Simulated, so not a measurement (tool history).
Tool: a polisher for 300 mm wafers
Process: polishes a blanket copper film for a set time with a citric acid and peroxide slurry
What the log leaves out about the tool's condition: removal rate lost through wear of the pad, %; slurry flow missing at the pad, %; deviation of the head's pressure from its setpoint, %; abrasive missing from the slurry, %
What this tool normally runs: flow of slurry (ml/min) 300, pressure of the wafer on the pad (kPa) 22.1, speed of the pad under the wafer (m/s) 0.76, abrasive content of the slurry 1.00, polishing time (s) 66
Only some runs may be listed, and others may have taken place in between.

run    hour  flow of slurry (ml/min)  pressure of the wafer on the pad (kPa)  speed of the pad under the wafer (m/s)  abrasive content of the slurry  polishing time (s)  wafers since the last listed run  wafers polished on this pad  hours since the slurry nozzle was cleaned  hours since the head pressure was calibrated  hours since the slurry blender was calibrated  incoming thickness of the incoming film, nm  film removed (Å)
  1     0.0                      300                                    22.1                                    0.92                            1.00                  66                                 0                         3911                                      380.5                                         607.5                                          726.1                                       1087.2              1584
  2   107.7                      300                                    22.1                                    0.92                            1.00                  66                               661                         4572                                      488.2                                         715.2                                          833.8                                       1110.3              1613
      170.2  -- head pressure recalibrated
      177.6  -- slurry blender recalibrated
      286.1  -- worn pad replaced by a new one
  3   378.4                      300                                    18.6                                    0.76                            1.00                  66                              1612                          566                                      758.9                                         208.2                                          200.8                                       1107.0              1054
      418.8  -- slurry nozzle cleaned
  4   469.7                      300                                    22.1                                    0.68                            1.00                  66                               554                         1121                                       50.9                                         299.5                                          292.1                                       1081.6              1149
  5   523.6                      300                                    22.1                                    0.68                            1.00                  66                               330                         1452                                      104.8                                         353.4                                          346.0                                       1102.4              1155
  6   627.7                      300                                    22.1                                    0.68                            1.00                  66                               639                         2091                                      208.9                                         457.5                                          450.1                                       1095.0              1174
  7   717.3                      390                                    22.1                                    0.76                            1.00                  44                               550                         2641                                      298.5                                         547.1                                          539.7                                       1095.1               917
  8   793.8                      300                                    25.5                                    0.54                            1.00                  88                               469                         3111                                      375.0                                         623.6                                          616.2                                       1090.4              1411
  9   850.5                      300                                    22.1                                    0.76                            1.00                  51                               348                         3459                                      431.7                                         680.3                                          672.9                                       1095.4              1049
 10   888.9                      300                                    22.1                                    0.76                            1.00                  66                               235                         3694                                      470.1                                         718.7                                          711.3                                       1094.7              1337
      956.2  -- head pressure recalibrated
 11   977.5                      300                                    22.1                                    0.76                            1.00                  79                               531                         4226                                      558.7                                          21.3                                          799.9                                       1101.9              1443
 12  1083.1                      300                                    22.1                                    0.76                            1.00                  66                               648                         4874                                      664.3                                         126.9                                          905.5                                       1102.0              1221
     1108.9  -- slurry blender recalibrated
     1122.2  -- worn pad replaced by a new one
     1229.0  -- slurry nozzle cleaned
 13  1339.3                      300                                    22.1                                    0.76                            1.00                  45                              1529                         1326                                      110.3                                         383.1                                          230.4                                       1084.6               899
 14  1409.5                      300                                    22.1                                    0.76                            1.00                  66                               430                         1757                                      180.5                                         453.3                                          300.6                                       1088.3              1345
 15  1510.5                      300                                    22.1                                    0.76                            1.00                  46                               620                         2377                                      281.5                                         554.3                                          401.6                                       1103.5               925
 16  1601.1                      405                                    27.6                                    0.76                            0.80                  66                               556                         2934                                      372.1                                         644.9                                          492.2                                       1098.6              1583
 17  1699.6                      275                                    26.2                                    0.54                            1.20                  66                               604                         3538                                      470.6                                         743.4                                          590.7                                       1102.4              1134
 18  1787.7                      300                                    22.1                                    0.94                            1.00                  66                               540                         4079                                      558.7                                         831.5                                          678.8                                       1114.4              1652
     1860.3  -- head pressure recalibrated
     1887.2  -- slurry blender recalibrated
 19  1890.6                      300                                    24.1                                    0.76                            1.00                  66                               607                         4686                                      661.6                                          30.3                                            3.4                                       1107.4              1342
     1913.4  -- worn pad replaced by a new one
 20  1953.4                      300                                    22.1                                    0.76                            1.00                  66                               361                          245                                      724.4                                          93.1                                           66.2                                       1092.5              1230
     2166.3  -- slurry nozzle cleaned
 21  2246.3                      195                                    22.1                                    0.76                            1.00                  66                              1792                         2037                                       80.0                                         386.0                                          359.1                                       1095.2              1249
 22  2334.6                      300                                    27.6                                    0.76                            1.20                  66                               542                         2579                                      168.3                                         474.3                                          447.4                                       1099.4              1631
 23  2417.6                      300                                    22.1                                    0.76                            1.00                  66                               509                         3089                                      251.3                                         557.3                                          530.4                                       1086.3              1365
 24  2456.8                      300                                    22.1                                    0.54                            0.90                  86                               240                         3329                                      290.5                                         596.5                                          569.6                                       1080.1              1281
 25  2515.2                      300                                    27.6                                    0.92                            0.80                  80                               358                         3688                                      348.9                                         654.9                                          628.0                                       1086.2              2310
 26  2563.4                      300                                    22.1                                    0.76                            1.00                  66                               295                         3984                                      397.1                                         703.1                                          676.2                                       1090.8              1337
 27  2613.8                      360                                    22.1                                    0.76                            1.00                  80                               309                         4293                                      447.5                                         753.5                                          726.6                                       1087.1              1707
 28  2697.1                      270                                    22.1                                    0.76                            0.70                  66                               511                         4805                                      530.8                                         836.8                                          809.9                                       1108.0              1328
     2753.0  -- head pressure recalibrated
     2826.0  -- slurry blender recalibrated
     2860.2  -- worn pad replaced by a new one
 29  2924.1                      300                                    22.1                                    0.76                            1.15                  53                              1344                          392                                      757.8                                         171.1                                           98.1                                       1109.5              1014

Below are 5 alternative next runs, each starting from the tool's condition after run 29. Predict each:
  A  2924.6                      300                                    22.1                                    0.76                            1.00                  66                                 3                          395                                      758.3                                         171.6                                           98.6                                       1093.2                 ?
  B  2924.6                      300                                    22.1                                    0.84                            0.75                  66                                 3                          395                                      758.3                                         171.6                                           98.6                                       1093.2                 ?
  C  2924.6                      395                                    17.9                                    0.76                            0.75                  66                                 3                          395                                      758.3                                         171.6                                           98.6                                       1093.2                 ?
  D  2924.6                      390                                    18.6                                    0.76                            1.00                  66                                 3                          395                                      758.3                                         171.6                                           98.6                                       1093.2                 ?
  E  2924.6                      300                                    17.2                                    0.64                            1.00                  66                                 3                          395                                      758.3                                         171.6                                           98.6                                       1093.2                 ?

run  film removed (Å)
  A              1230
  B              1310
  C              1046
  D              1113
  E               861
Take away the tool's hidden state, keep each run's random variation, and the runs would have read:
run  film removed (Å)
  A              1263
  B              1345
  C              1061
  D              1130
  E               884
